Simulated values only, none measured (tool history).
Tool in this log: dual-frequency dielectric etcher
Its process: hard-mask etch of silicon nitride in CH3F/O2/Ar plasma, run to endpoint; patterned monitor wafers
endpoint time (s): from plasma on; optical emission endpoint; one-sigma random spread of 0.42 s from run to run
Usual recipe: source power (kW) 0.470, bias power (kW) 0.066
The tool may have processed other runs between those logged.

run	day	source power (kW)	bias power (kW)	incoming incoming film thickness, nm	endpoint time (s)
1	0.000	0.470	0.066	54.8	77.7
2	1.325	0.470	0.066	55.8	78.0
3	2.121	0.430	0.077	55.1	73.4
4	3.533	0.430	0.077	55.9	75.6
5	4.521	0.430	0.077	55.7	74.6
6	5.242	0.470	0.066	56.0	80.1
7	5.962	0.470	0.066	56.0	79.1
8	8.238	0.500	0.066	55.8	74.6
9	8.254	0.390	0.066	55.8	79.1
10	8.717	0.510	0.066	55.9	73.5
11	9.808	0.390	0.074	55.5	74.3
12	11.071	0.430	0.077	55.6	72.5
13	11.625	0.520	0.081	55.2	66.0
14	12.812	0.580	0.079	55.4	65.7

Missing from the log above: 4 entries noted between runs. For each, name the pair of listed runs it sits between and say how the tool's hidden condition differs from the listed run just before to the listed run just after:
Logged between run 7 and run 8: wet clean of the chamber (day 7.779); bias power generator calibrated (day 7.854); upper electrode replaced (day 8.217)
  etch rate over this chamber's usual, %: -4.98 -> 0.459
  measured minus no-state result, endpoint time (s): +3.9 -> -0.4
Logged between run 9 and run 10: source power generator calibrated (day 8.500)
  etch rate over this chamber's usual, %: 0.456 -> 0.358
  measured minus no-state result, endpoint time (s): -0.3 -> -0.2

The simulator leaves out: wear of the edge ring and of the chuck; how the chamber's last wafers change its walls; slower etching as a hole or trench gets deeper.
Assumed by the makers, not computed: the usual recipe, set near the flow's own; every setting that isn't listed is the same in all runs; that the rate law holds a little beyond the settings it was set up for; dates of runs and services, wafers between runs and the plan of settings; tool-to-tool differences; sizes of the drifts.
